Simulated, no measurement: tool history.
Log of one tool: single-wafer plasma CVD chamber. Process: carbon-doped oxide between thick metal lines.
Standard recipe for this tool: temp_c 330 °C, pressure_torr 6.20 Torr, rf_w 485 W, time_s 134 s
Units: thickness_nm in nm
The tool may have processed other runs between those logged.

| run | hour | temp_c | pressure_torr | rf_w | time_s | wafers since the last listed run | hours since the last thermocouple change | hours since the last RF generator calibration | hours since the last manometer calibration | hours since the showerhead was replaced | hours since the gauge calibration | read-back reference wafer on the same gauge, thickness_nm | thickness_nm |
|---|---|---|---|---|---|---|---|---|---|---|---|---|---|
| 1 | 0.0 | 330 | 7.14 | 485 | 120 | 0 | 2074.9 | 1487.5 | 1538.8 | 4189.3 | 133.7 | 604.935 | 645.328 |
| 2 | 12.2 | 330 | 7.14 | 485 | 120 | 125 | 2087.1 | 1499.7 | 1551.0 | 4201.5 | 145.9 | 605.108 | 645.301 |
| 3 | 29.5 | 330 | 6.20 | 485 | 134 | 177 | 2104.4 | 1517.0 | 1568.3 | 4218.8 | 163.2 | 604.821 | 710.877 |
| 4 | 45.2 | 330 | 6.20 | 485 | 134 | 161 | 2120.1 | 1532.7 | 1584.0 | 4234.5 | 178.9 | 604.878 | 710.163 |
| 5 | 52.0 | 330 | 5.83 | 485 | 134 | 69 | 2126.9 | 1539.5 | 1590.8 | 4241.3 | 185.7 | 605.074 | 705.409 |
| 6 | 65.9 | 330 | 6.20 | 485 | 134 | 142 | 2140.8 | 1553.4 | 1604.7 | 4255.2 | 199.6 | 605.031 | 711.190 |
|  | 84.7 | showerhead replaced |
| 7 | 85.2 | 330 | 6.20 | 485 | 134 | 115 | 2160.1 | 1572.7 | 1624.0 | 0.5 | 218.9 | 605.076 | 709.898 |
| 8 | 99.5 | 318 | 6.20 | 485 | 134 | 146 | 2174.4 | 1587.0 | 1638.3 | 14.8 | 233.2 | 605.027 | 745.689 |
| 9 | 113.0 | 321 | 6.20 | 485 | 134 | 138 | 2187.9 | 1600.5 | 1651.8 | 28.3 | 246.7 | 605.012 | 736.468 |
| 10 | 121.6 | 330 | 6.76 | 485 | 134 | 88 | 2196.5 | 1609.1 | 1660.4 | 36.9 | 255.3 | 605.387 | 718.055 |
|  | 136.1 | capacitance manometer re-zeroed and calibrated |
| 11 | 137.6 | 344 | 6.79 | 555 | 154 | 82 | 2212.5 | 1625.1 | 1.5 | 52.9 | 271.3 | 605.095 | 843.030 |
|  | 150.4 | RF generator calibrated |
| 12 | 151.9 | 330 | 6.20 | 485 | 134 | 64 | 2226.8 | 1.5 | 15.8 | 67.2 | 285.6 | 605.290 | 742.720 |
| 13 | 158.7 | 338 | 7.27 | 485 | 154 | 69 | 2233.6 | 8.3 | 22.6 | 74.0 | 292.4 | 605.277 | 839.642 |
| 14 | 175.8 | 330 | 6.20 | 485 | 134 | 175 | 2250.7 | 25.4 | 39.7 | 91.1 | 309.5 | 605.086 | 741.383 |
|  | 189.2 | thermocouple changed; heater temperature recalibrated |
| 15 | 189.7 | 334 | 4.95 | 430 | 119 | 60 | 0.5 | 39.3 | 53.6 | 105.0 | 323.4 | 604.712 | 588.531 |
| 16 | 190.1 | 325 | 6.20 | 485 | 141 | 4 | 0.9 | 39.7 | 54.0 | 105.4 | 323.8 | 605.178 | 794.808 |

Predict the results of run 17:
| 17 | 206.5 | 330 | 6.20 | 485 | 115 | 168 | 17.3 | 56.1 | 70.4 | 121.8 | 340.2 | ? | ? |

read-back reference wafer on the same gauge, thickness_nm: 604.736
thickness_nm: 636.037 nm
Minus the tool's unlogged condition, the same run would have read thickness_nm 639.436 nm.

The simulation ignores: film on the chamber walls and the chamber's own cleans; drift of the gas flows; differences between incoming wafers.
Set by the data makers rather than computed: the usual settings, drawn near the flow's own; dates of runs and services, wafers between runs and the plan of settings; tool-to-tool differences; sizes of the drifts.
